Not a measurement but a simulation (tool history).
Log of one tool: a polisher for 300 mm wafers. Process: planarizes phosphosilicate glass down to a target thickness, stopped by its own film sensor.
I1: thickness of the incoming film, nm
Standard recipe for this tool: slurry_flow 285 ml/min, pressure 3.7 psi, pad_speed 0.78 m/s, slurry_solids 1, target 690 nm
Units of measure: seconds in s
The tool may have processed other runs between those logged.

run 1 hour=0 | slurry_flow=285 pressure=3.7 pad_speed=0.78 slurry_solids=1 target=690 | I1=1866.9 | seconds=124.3
-- hour=8.3 conditioning disc replaced and pad reconditioned
-- hour=29.9 slurry nozzle cleaned
run 2 hour=56.1 | slurry_flow=285 pressure=3.7 pad_speed=0.78 slurry_solids=1 target=690 | I1=1886.9 | seconds=126
run 3 hour=136.4 | slurry_flow=285 pressure=3.7 pad_speed=0.78 slurry_solids=1 target=690 | I1=1893.6 | seconds=122.2
run 4 hour=202.7 | slurry_flow=200 pressure=4.8 pad_speed=0.78 slurry_solids=1 target=331 | I1=1860.2 | seconds=126.4
run 5 hour=259.9 | slurry_flow=285 pressure=3.7 pad_speed=0.78 slurry_solids=0.9 target=690 | I1=1869.5 | seconds=131.7
-- hour=347.5 head pressure recalibrated
run 6 hour=365 | slurry_flow=285 pressure=3.7 pad_speed=0.78 slurry_solids=1 target=690 | I1=1859.5 | seconds=115.7
-- hour=388.7 worn pad replaced by a new one
-- hour=429.8 slurry blender recalibrated
run 7 hour=430.3 | slurry_flow=285 pressure=2.4 pad_speed=0.64 slurry_solids=1.25 target=690 | I1=1918.9 | seconds=203.9
run 8 hour=483.8 | slurry_flow=285 pressure=3.7 pad_speed=0.7 slurry_solids=1 target=1042 | I1=1878.2 | seconds=91.7
run 9 hour=525.2 | slurry_flow=285 pressure=3.7 pad_speed=0.56 slurry_solids=1 target=690 | I1=1873.8 | seconds=149
-- hour=742.7 conditioning disc replaced and pad reconditioned
-- hour=768.8 head pressure recalibrated, repeated, since the last time left the tool worse
run 10 hour=769.3 | slurry_flow=385 pressure=2.7 pad_speed=0.78 slurry_solids=1.15 target=355 | I1=1885.2 | seconds=218.3
run 11 hour=809.2 | slurry_flow=285 pressure=4.6 pad_speed=0.78 slurry_solids=1 target=690 | I1=1900.9 | seconds=111.2
-- hour=810.9 slurry nozzle cleaned
run 12 hour=898.3 | slurry_flow=285 pressure=3.7 pad_speed=0.62 slurry_solids=1 target=690 | I1=1878.9 | seconds=160.1
run 13 hour=943.6 | slurry_flow=285 pressure=3.7 pad_speed=0.78 slurry_solids=1 target=690 | I1=1874.6 | seconds=123.6
run 14 hour=988.9 | slurry_flow=205 pressure=3.7 pad_speed=0.78 slurry_solids=1.25 target=452 | I1=1874.7 | seconds=140.5
run 15 hour=1070.5 | slurry_flow=285 pressure=3.7 pad_speed=0.78 slurry_solids=1 target=690 | I1=1914.2 | seconds=132.7
-- hour=1093 worn pad replaced by a new one
run 16 hour=1166.4 | slurry_flow=210 pressure=4.8 pad_speed=0.78 slurry_solids=0.9 target=690 | I1=1900.4 | seconds=110.7
run 17 hour=1202.8 | slurry_flow=285 pressure=3.7 pad_speed=0.78 slurry_solids=1 target=690 | I1=1867 | seconds=127.8
-- hour=1208.1 slurry blender recalibrated
run 18 hour=1291.3 | slurry_flow=285 pressure=3.7 pad_speed=0.78 slurry_solids=1.1 target=402 | I1=1879.6 | seconds=147.3
run 19 hour=1392.4 | slurry_flow=285 pressure=3.7 pad_speed=0.92 slurry_solids=1 target=462 | I1=1866.1 | seconds=132.9
run 20 hour=1490.3 | slurry_flow=375 pressure=3.7 pad_speed=0.86 slurry_solids=1 target=975 | I1=1886.8 | seconds=87.3
-- hour=1524.2 conditioning disc replaced and pad reconditioned
run 21 hour=1544.9 | slurry_flow=285 pressure=2.5 pad_speed=0.78 slurry_solids=1 target=690 | I1=1847.9 | seconds=178.2
run 22 hour=1585.3 | slurry_flow=285 pressure=3.7 pad_speed=0.78 slurry_solids=1 target=690 | I1=1903 | seconds=127.7
run 23 hour=1638.2 | slurry_flow=285 pressure=3.7 pad_speed=0.78 slurry_solids=1 target=383 | I1=1898.1 | seconds=159.2
-- hour=1669.5 slurry nozzle cleaned
run 24 hour=1722.3 | slurry_flow=205 pressure=3.7 pad_speed=0.78 slurry_solids=0.8 target=690 | I1=1880.6 | seconds=144.2
-- hour=1745.1 worn pad replaced by a new one
run 25 hour=1801.2 | slurry_flow=245 pressure=4.1 pad_speed=0.62 slurry_solids=1 target=973 | I1=1880.2 | seconds=103.7
-- hour=1877.6 slurry blender recalibrated
-- hour=2029.1 head pressure recalibrated
run 26 hour=2088.8 | slurry_flow=370 pressure=4.6 pad_speed=0.78 slurry_solids=0.8 target=841 | I1=1905.8 | seconds=113

3 ways to go on from here, each from the tool as it stands after run 26. What would each give?
run A hour=2089.3 | slurry_flow=285 pressure=3.7 pad_speed=0.78 slurry_solids=1 target=690 | I1=1842.4 | seconds=?
run B hour=2089.3 | slurry_flow=250 pressure=3.7 pad_speed=0.78 slurry_solids=1.1 target=450 | I1=1842.4 | seconds=?
run C hour=2089.3 | slurry_flow=285 pressure=3.7 pad_speed=0.78 slurry_solids=0.8 target=690 | I1=1842.4 | seconds=?

run=A seconds=127.2
run=B seconds=148.2
run=C seconds=146
Take away the tool's hidden state, keep each run's random variation, and the runs would have read:
run=A seconds=127.8
run=B seconds=148.9
run=C seconds=146.7
